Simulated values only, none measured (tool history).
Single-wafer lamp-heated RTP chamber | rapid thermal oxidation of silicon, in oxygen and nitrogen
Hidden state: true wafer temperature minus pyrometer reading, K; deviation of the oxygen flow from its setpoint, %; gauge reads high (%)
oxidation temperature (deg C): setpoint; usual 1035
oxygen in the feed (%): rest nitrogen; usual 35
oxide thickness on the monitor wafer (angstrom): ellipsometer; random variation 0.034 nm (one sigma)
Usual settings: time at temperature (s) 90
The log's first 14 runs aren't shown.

run	hour	oxidation temperature (deg C)	time at temperature (s)	oxygen in the feed (%)	wafers since the last listed run	wafers since the last pyrometer calibration	hours since the oxygen flow controller was replaced	hours since the gauge calibration	read-back reference wafer on the same gauge, thickness	oxide thickness on the monitor wafer (angstrom)
15	939.8	1020	90	35	689	8985	1246	829.5	5.351	57.21
# hour 987: pyrometer window cleaned and pyrometer calibrated
16	1026.7	1035	90	35	799	402	1332.9	916.4	5.343	63.3
17	1090.6	1035	90	35	647	1050	1396.8	980.3	5.352	63.67
18	1165.9	1035	90	35	763	1813	1472.1	1055.6	5.371	63.75
19	1253.9	1035	90	35	891	2705	1560.1	1143.6	5.362	63.49
20	1291	1035	90	17	376	3081	1597.2	1180.7	5.378	49.67
21	1332.2	1044	130	17	417	3499	1638.4	1221.9	5.383	61.64
22	1399.9	1052	75	23	686	4185	1706.1	1289.6	5.38	57.14
23	1485	1065	132	63	862	5047	1791.2	1374.7	5.367	114.62
24	1544.9	1035	90	35	607	5654	1851.1	1434.6	5.373	62.83
25	1630.7	1035	90	35	869	6524	1936.9	1520.4	5.376	63.86
26	1736.3	1035	90	35	1070	7594	2042.5	1626	5.386	64.12
# hour 1817.9: pyrometer window cleaned and pyrometer calibrated
27	1836.1	1008	50	35	930	184	2142.3	1725.8	5.377	41.31
28	1890.5	1035	90	35	551	735	2196.7	1780.2	5.378	63.3
# hour 1916.1: gauge calibrated
# hour 1982.1: oxygen flow controller replaced
29	1990.4	1013	90	35	931	1667	8.3	74.3	5.24	53.62
30	2043.1	1012	130	35	534	2201	61	127	5.246	62.36
31	2087.7	1035	122	35	452	2653	105.6	171.6	5.257	70.8
32	2154.7	1023	51	17	679	3332	172.6	238.6	5.276	36.41
33	2220.8	1022	122	52	669	4002	238.7	304.7	5.284	74.98
34	2339.3	1035	90	35	1201	5203	357.2	423.2	5.298	63.62
35	2410.4	1055	48	35	720	5923	428.3	494.3	5.326	54.91
36	2488.3	1035	90	35	789	6713	506.2	572.2	5.324	62.79
37	2564.1	1010	90	48	768	7481	582	648	5.335	58.95

5 ways to go on from here, each from the tool as it stands after run 37. What would each give?
A	2564.6	1035	90	56	5	7486	582.5	648.5	?	?
B	2564.6	1035	56	26	5	7486	582.5	648.5	?	?
C	2564.6	1035	65	35	5	7486	582.5	648.5	?	?
D	2564.6	1035	90	24	5	7486	582.5	648.5	?	?
E	2564.6	1018	61	18	5	7486	582.5	648.5	?	?

run	read-back reference wafer on the same gauge, thickness	oxide thickness on the monitor wafer (angstrom)
A	5.343	74.17
B	5.343	46.34
C	5.343	54.52
D	5.343	55.2
E	5.343	38.48
Without the tool's hidden state the same runs would have given:
run	oxide thickness on the monitor wafer (angstrom)
A	72.76
B	45.46
C	53.48
D	54.15
E	37.75
